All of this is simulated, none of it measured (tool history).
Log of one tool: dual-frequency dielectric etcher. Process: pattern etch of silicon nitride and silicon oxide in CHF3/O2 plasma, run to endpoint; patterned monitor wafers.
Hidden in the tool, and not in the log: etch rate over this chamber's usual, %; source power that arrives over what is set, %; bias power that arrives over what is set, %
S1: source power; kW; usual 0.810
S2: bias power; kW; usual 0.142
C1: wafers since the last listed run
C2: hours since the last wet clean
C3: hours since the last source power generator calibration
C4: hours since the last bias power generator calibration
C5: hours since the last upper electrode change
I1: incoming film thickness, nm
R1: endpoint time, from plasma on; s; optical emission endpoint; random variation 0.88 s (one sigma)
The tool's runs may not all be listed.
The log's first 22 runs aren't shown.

run    hour     S1     S2    C1     C2     C3      C4     C5     I1     R1
 23  1083.1  0.810  0.142   237  340.7  133.2   376.4  139.6  254.2  164.9
     1162.7  -- wet clean of the chamber
 24  1258.2  0.960  0.158  1268   95.5  308.3   551.5  314.7  250.1  143.1
 25  1295.3  0.810  0.142   311  132.6  345.4   588.6  351.8  250.9  161.1
 26  1366.7  0.860  0.117   599  204.0  416.8   660.0  423.2  254.8  167.1
 27  1401.9  0.760  0.163   295  239.2  452.0   695.2  458.4  253.2  162.8
 28  1454.7  0.880  0.125   443  292.0  504.8   748.0  511.2  249.4  163.5
 29  1542.1  0.870  0.119   733  379.4  592.2   835.4  598.6  254.6  171.0
     1579.9  -- wet clean of the chamber
 30  1595.6  0.890  0.175   247   15.7  645.7   888.9  652.1  254.0  144.4
 31  1660.1  1.000  0.125   541   80.2  710.2   953.4  716.6  251.1  151.3
 32  1730.6  0.810  0.142   591  150.7  780.7  1023.9  787.1  249.7  161.3
 33  1799.2  0.810  0.126   575  219.3  849.3  1092.5  855.7  256.1  171.6
 34  1828.9  0.980  0.151   249  249.0  879.0  1122.2  885.4  251.3  145.6

Forecast each of these 3 alternatives for the next run:
  A  1829.4  1.010  0.142   4  249.5  879.5  1122.7  885.9  250.1   ?
  B  1829.4  0.640  0.111   4  249.5  879.5  1122.7  885.9  250.1   ?
  C  1829.4  0.810  0.173   4  249.5  879.5  1122.7  885.9  250.1   ?

run     R1
  A  146.7
  B  196.7
  C  152.9
Without the tool's hidden state the same runs would have given:
run     R1
  A  143.0
  B  191.9
  C  149.1

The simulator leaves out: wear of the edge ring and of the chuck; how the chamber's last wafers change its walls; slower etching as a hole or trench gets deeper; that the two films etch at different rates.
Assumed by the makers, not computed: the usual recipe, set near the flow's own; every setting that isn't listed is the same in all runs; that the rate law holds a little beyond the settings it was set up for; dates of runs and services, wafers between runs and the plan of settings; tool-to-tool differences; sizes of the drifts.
